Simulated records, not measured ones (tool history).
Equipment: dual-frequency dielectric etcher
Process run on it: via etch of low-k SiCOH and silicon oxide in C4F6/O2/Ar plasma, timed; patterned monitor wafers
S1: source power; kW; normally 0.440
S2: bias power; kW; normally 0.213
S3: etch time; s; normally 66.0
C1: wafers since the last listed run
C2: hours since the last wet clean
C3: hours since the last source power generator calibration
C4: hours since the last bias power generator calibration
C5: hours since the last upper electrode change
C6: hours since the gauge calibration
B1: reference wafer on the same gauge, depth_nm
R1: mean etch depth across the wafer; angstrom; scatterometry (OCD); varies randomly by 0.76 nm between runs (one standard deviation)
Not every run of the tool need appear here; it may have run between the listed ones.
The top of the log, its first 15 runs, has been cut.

run,hour,S1,S2,S3,C1,C2,C3,C4,C5,C6,B1,R1
16,1077.2,0.440,0.213,66.0,1244,346.7,1312.3,908.7,581.1,1573.7,193.9,1966
17,1179.9,0.540,0.213,66.0,1440,449.4,1415.0,1011.4,683.8,1676.4,193.9,2178
18,1263.5,0.540,0.237,66.0,1172,533.0,1498.6,1095.0,767.4,1760.0,194.2,2268
# hour 1291.6: wet clean of the chamber
19,1300.3,0.440,0.213,66.0,179,8.7,1535.4,1131.8,804.2,1796.8,194.0,1960
20,1357.7,0.440,0.256,58.0,805,66.1,1592.8,1189.2,861.6,1854.2,194.0,1883
# hour 1403.2: gauge calibrated
21,1443.9,0.400,0.213,76.0,1209,152.3,1679.0,1275.4,947.8,40.7,193.9,2167
# hour 1556.3: source power generator calibrated
22,1565.5,0.440,0.256,58.0,1649,273.9,9.2,1397.0,1069.4,162.3,194.0,1849
23,1649.0,0.440,0.213,53.0,1171,357.4,92.7,1480.5,1152.9,245.8,193.9,1574
24,1710.3,0.440,0.238,66.0,859,418.7,154.0,1541.8,1214.2,307.1,194.2,2035
25,1777.6,0.440,0.213,66.0,943,486.0,221.3,1609.1,1281.5,374.4,194.0,1940
26,1855.7,0.440,0.213,66.0,1095,564.1,299.4,1687.2,1359.6,452.5,194.0,1931
# hour 1961.6: wet clean of the chamber
27,1962.1,0.440,0.249,82.0,1155,0.5,405.8,1793.6,1466.0,558.9,194.0,2564
28,2042.3,0.490,0.227,56.5,1124,80.7,486.0,1873.8,1546.2,639.1,194.0,1810
29,2149.1,0.500,0.239,56.5,1498,187.5,592.8,1980.6,1653.0,745.9,193.7,1852
30,2233.6,0.440,0.213,81.0,1185,272.0,677.3,2065.1,1737.5,830.4,193.8,2403

Consider 3 possible next runs. They are alternatives, not a sequence: every one starts from the tool as it was left by run 30. What does each give?
A,2234.0,0.440,0.213,85.5,5,272.4,677.7,2065.5,1737.9,830.8,?,?
B,2234.0,0.490,0.213,66.0,5,272.4,677.7,2065.5,1737.9,830.8,?,?
C,2234.0,0.470,0.213,66.0,5,272.4,677.7,2065.5,1737.9,830.8,?,?

run,B1,R1
A,194.2,2505
B,194.2,2040
C,194.2,1998
With the hidden condition removed and each run's random variation left untouched, the same runs would have given:
run,R1
A,2494
B,2030
C,1989
